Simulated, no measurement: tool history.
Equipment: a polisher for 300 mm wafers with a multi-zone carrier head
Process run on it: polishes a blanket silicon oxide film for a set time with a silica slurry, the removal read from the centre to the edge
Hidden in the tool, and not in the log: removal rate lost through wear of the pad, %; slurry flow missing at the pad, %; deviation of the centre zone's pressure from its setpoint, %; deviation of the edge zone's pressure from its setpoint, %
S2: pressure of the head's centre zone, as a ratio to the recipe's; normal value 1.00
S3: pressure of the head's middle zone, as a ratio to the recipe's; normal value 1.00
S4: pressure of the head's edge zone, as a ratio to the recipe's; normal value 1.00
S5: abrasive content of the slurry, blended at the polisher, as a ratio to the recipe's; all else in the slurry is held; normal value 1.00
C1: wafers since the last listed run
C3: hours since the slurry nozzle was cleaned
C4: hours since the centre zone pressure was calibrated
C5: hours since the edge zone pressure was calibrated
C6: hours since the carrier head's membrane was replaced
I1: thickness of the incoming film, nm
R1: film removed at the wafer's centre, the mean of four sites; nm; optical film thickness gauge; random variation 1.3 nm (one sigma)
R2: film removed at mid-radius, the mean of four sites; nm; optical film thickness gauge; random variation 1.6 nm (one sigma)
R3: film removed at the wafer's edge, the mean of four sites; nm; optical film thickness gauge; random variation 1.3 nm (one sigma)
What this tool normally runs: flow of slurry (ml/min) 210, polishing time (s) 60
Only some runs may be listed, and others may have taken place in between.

{"run": 1, "day": 0.0, "flow of slurry (ml/min)": 210, "S2": 1.0, "S3": 1.0, "S4": 1.0, "S5": 1.0, "polishing time (s)": 60, "C1": 0, "wafers polished on this pad": 2183, "C3": 164.1, "C4": 26.7, "C5": 413.1, "C6": 581.6, "I1": 1156.6, "R1": 141.8, "R2": 142.7, "R3": 142.2}
{"run": 2, "day": 2.338, "flow of slurry (ml/min)": 210, "S2": 1.0, "S3": 1.0, "S4": 1.0, "S5": 1.0, "polishing time (s)": 60, "C1": 572, "wafers polished on this pad": 2756, "C3": 220.2, "C4": 82.8, "C5": 469.2, "C6": 637.7, "I1": 1171.3, "R1": 132.8, "R2": 135.2, "R3": 133.6}
{"day": 2.592, "done": "worn pad replaced by a new one"}
{"day": 5.45, "done": "slurry nozzle cleaned"}
{"run": 3, "day": 5.529, "flow of slurry (ml/min)": 210, "S2": 1.0, "S3": 1.0, "S4": 1.0, "S5": 1.0, "polishing time (s)": 60, "C1": 730, "wafers polished on this pad": 709, "C3": 1.9, "C4": 159.4, "C5": 545.8, "C6": 714.3, "I1": 1153.0, "R1": 154.7, "R2": 153.8, "R3": 149.2}
{"run": 4, "day": 7.446, "flow of slurry (ml/min)": 210, "S2": 1.0, "S3": 1.0, "S4": 1.0, "S5": 1.0, "polishing time (s)": 60, "C1": 469, "wafers polished on this pad": 1178, "C3": 47.9, "C4": 205.4, "C5": 591.8, "C6": 760.3, "I1": 1149.8, "R1": 150.3, "R2": 151.8, "R3": 148.4}
{"run": 5, "day": 11.396, "flow of slurry (ml/min)": 210, "S2": 1.0, "S3": 1.0, "S4": 1.0, "S5": 1.0, "polishing time (s)": 67, "C1": 967, "wafers polished on this pad": 2145, "C3": 142.7, "C4": 300.2, "C5": 686.6, "C6": 855.1, "I1": 1157.8, "R1": 157.7, "R2": 158.3, "R3": 155.5}
{"run": 6, "day": 12.938, "flow of slurry (ml/min)": 210, "S2": 1.0, "S3": 1.0, "S4": 1.0, "S5": 1.0, "polishing time (s)": 67, "C1": 377, "wafers polished on this pad": 2523, "C3": 179.7, "C4": 337.2, "C5": 723.6, "C6": 892.1, "I1": 1176.4, "R1": 155.2, "R2": 153.8, "R3": 152.3}
{"day": 13.85, "done": "worn pad replaced by a new one"}
{"day": 15.471, "done": "slurry nozzle cleaned"}
{"run": 7, "day": 16.758, "flow of slurry (ml/min)": 210, "S2": 1.0, "S3": 1.0, "S4": 1.0, "S5": 1.0, "polishing time (s)": 67, "C1": 884, "wafers polished on this pad": 702, "C3": 30.9, "C4": 428.9, "C5": 815.3, "C6": 983.8, "I1": 1184.0, "R1": 173.6, "R2": 172.7, "R3": 168.7}
{"day": 17.292, "done": "carrier head's membrane replaced by a new one"}
{"run": 8, "day": 19.988, "flow of slurry (ml/min)": 210, "S2": 1.0, "S3": 1.0, "S4": 1.0, "S5": 1.15, "polishing time (s)": 60, "C1": 739, "wafers polished on this pad": 1441, "C3": 108.4, "C4": 506.4, "C5": 892.8, "C6": 64.7, "I1": 1174.6, "R1": 160.9, "R2": 159.8, "R3": 155.0}
{"run": 9, "day": 22.35, "flow of slurry (ml/min)": 210, "S2": 1.0, "S3": 1.0, "S4": 1.0, "S5": 1.15, "polishing time (s)": 60, "C1": 578, "wafers polished on this pad": 2020, "C3": 165.1, "C4": 563.1, "C5": 949.5, "C6": 121.4, "I1": 1185.0, "R1": 154.3, "R2": 154.2, "R3": 152.8}
{"day": 25.217, "done": "worn pad replaced by a new one"}
{"day": 25.362, "done": "edge zone pressure recalibrated"}
{"run": 10, "day": 26.188, "flow of slurry (ml/min)": 210, "S2": 1.0, "S3": 1.0, "S4": 1.0, "S5": 1.0, "polishing time (s)": 60, "C1": 878, "wafers polished on this pad": 216, "C3": 257.2, "C4": 655.2, "C5": 19.8, "C6": 213.5, "I1": 1184.6, "R1": 145.2, "R2": 147.1, "R3": 147.4}
{"day": 27.379, "done": "slurry nozzle cleaned"}
{"run": 11, "day": 30.625, "flow of slurry (ml/min)": 210, "S2": 0.96, "S3": 1.0, "S4": 1.0, "S5": 1.0, "polishing time (s)": 60, "C1": 1076, "wafers polished on this pad": 1293, "C3": 77.9, "C4": 761.7, "C5": 126.3, "C6": 320.0, "I1": 1197.2, "R1": 144.7, "R2": 148.4, "R3": 147.3}
{"run": 12, "day": 33.167, "flow of slurry (ml/min)": 210, "S2": 1.0, "S3": 1.0, "S4": 1.0, "S5": 1.0, "polishing time (s)": 60, "C1": 622, "wafers polished on this pad": 1915, "C3": 138.9, "C4": 822.7, "C5": 187.3, "C6": 381.0, "I1": 1172.0, "R1": 146.8, "R2": 144.9, "R3": 139.9}
{"run": 13, "day": 35.188, "flow of slurry (ml/min)": 210, "S2": 1.0, "S3": 1.0, "S4": 1.0, "S5": 1.0, "polishing time (s)": 46, "C1": 494, "wafers polished on this pad": 2410, "C3": 187.4, "C4": 871.2, "C5": 235.8, "C6": 429.5, "I1": 1184.6, "R1": 106.9, "R2": 107.8, "R3": 105.0}
{"day": 37.521, "done": "worn pad replaced by a new one"}
{"run": 14, "day": 39.083, "flow of slurry (ml/min)": 210, "S2": 1.0, "S3": 1.0, "S4": 1.0, "S5": 1.0, "polishing time (s)": 47, "C1": 913, "wafers polished on this pad": 382, "C3": 280.9, "C4": 964.7, "C5": 329.3, "C6": 523.0, "I1": 1165.6, "R1": 109.0, "R2": 109.1, "R3": 112.1}
{"day": 39.854, "done": "centre zone pressure recalibrated"}
{"day": 40.175, "done": "slurry nozzle cleaned"}
{"run": 15, "day": 41.121, "flow of slurry (ml/min)": 210, "S2": 0.96, "S3": 1.07, "S4": 1.0, "S5": 1.0, "polishing time (s)": 60, "C1": 468, "wafers polished on this pad": 850, "C3": 22.7, "C4": 30.4, "C5": 378.2, "C6": 571.9, "I1": 1187.2, "R1": 150.9, "R2": 163.8, "R3": 152.2}
{"run": 16, "day": 43.204, "flow of slurry (ml/min)": 210, "S2": 1.05, "S3": 0.91, "S4": 0.92, "S5": 1.2, "polishing time (s)": 60, "C1": 510, "wafers polished on this pad": 1360, "C3": 72.7, "C4": 80.4, "C5": 428.2, "C6": 621.9, "I1": 1178.5, "R1": 169.7, "R2": 151.5, "R3": 157.8}
{"day": 48.788, "done": "worn pad replaced by a new one"}
{"run": 17, "day": 49.746, "flow of slurry (ml/min)": 210, "S2": 1.0, "S3": 1.0, "S4": 1.0, "S5": 1.0, "polishing time (s)": 67, "C1": 1560, "wafers polished on this pad": 234, "C3": 229.7, "C4": 237.4, "C5": 585.2, "C6": 778.9, "I1": 1149.3, "R1": 168.0, "R2": 170.5, "R3": 167.5}
{"day": 50.829, "done": "slurry nozzle cleaned"}
{"run": 18, "day": 53.729, "flow of slurry (ml/min)": 210, "S2": 1.0, "S3": 1.0, "S4": 1.0, "S5": 1.15, "polishing time (s)": 60, "C1": 965, "wafers polished on this pad": 1199, "C3": 69.6, "C4": 333.0, "C5": 680.8, "C6": 874.5, "I1": 1163.5, "R1": 163.2, "R2": 160.9, "R3": 158.7}
{"day": 55.417, "done": "carrier head's membrane replaced by a new one"}
{"run": 19, "day": 55.65, "flow of slurry (ml/min)": 210, "S2": 0.92, "S3": 1.0, "S4": 1.0, "S5": 1.0, "polishing time (s)": 60, "C1": 419, "wafers polished on this pad": 1619, "C3": 115.7, "C4": 379.1, "C5": 726.9, "C6": 5.6, "I1": 1166.8, "R1": 138.6, "R2": 146.2, "R3": 145.6}

Difference, measured minus no-hidden-state, one row per run. Run-to-run variation is common to both terms; the gauge's own scatter need not be:
run=1 R1=-19.2 R2=-18.8 R3=-17.3
run=2 R1=-26.5 R2=-25.7 R3=-23.0
run=3 R1=-6.6 R2=-6.6 R3=-6.3
run=4 R1=-9.7 R2=-9.8 R3=-9.5
run=5 R1=-19.9 R2=-19.7 R3=-18.6
run=6 R1=-24.8 R2=-24.0 R3=-22.5
run=7 R1=-6.1 R2=-6.0 R3=-5.7
run=8 R1=-12.7 R2=-12.4 R3=-11.5
run=9 R1=-19.0 R2=-18.4 R3=-17.0
run=10 R1=-15.0 R2=-13.7 R3=-10.4
run=11 R1=-10.6 R2=-10.7 R3=-10.1
run=12 R1=-17.0 R2=-16.3 R3=-14.8
run=13 R1=-17.2 R2=-16.8 R3=-15.1
run=14 R1=-17.1 R2=-15.3 R3=-11.6
run=15 R1=-5.8 R2=-6.2 R3=-5.8
run=16 R1=-10.8 R2=-9.6 R3=-9.8
run=17 R1=-12.4 R2=-11.4 R3=-8.8
run=18 R1=-9.8 R2=-9.6 R3=-9.2
run=19 R1=-12.3 R2=-12.8 R3=-12.3
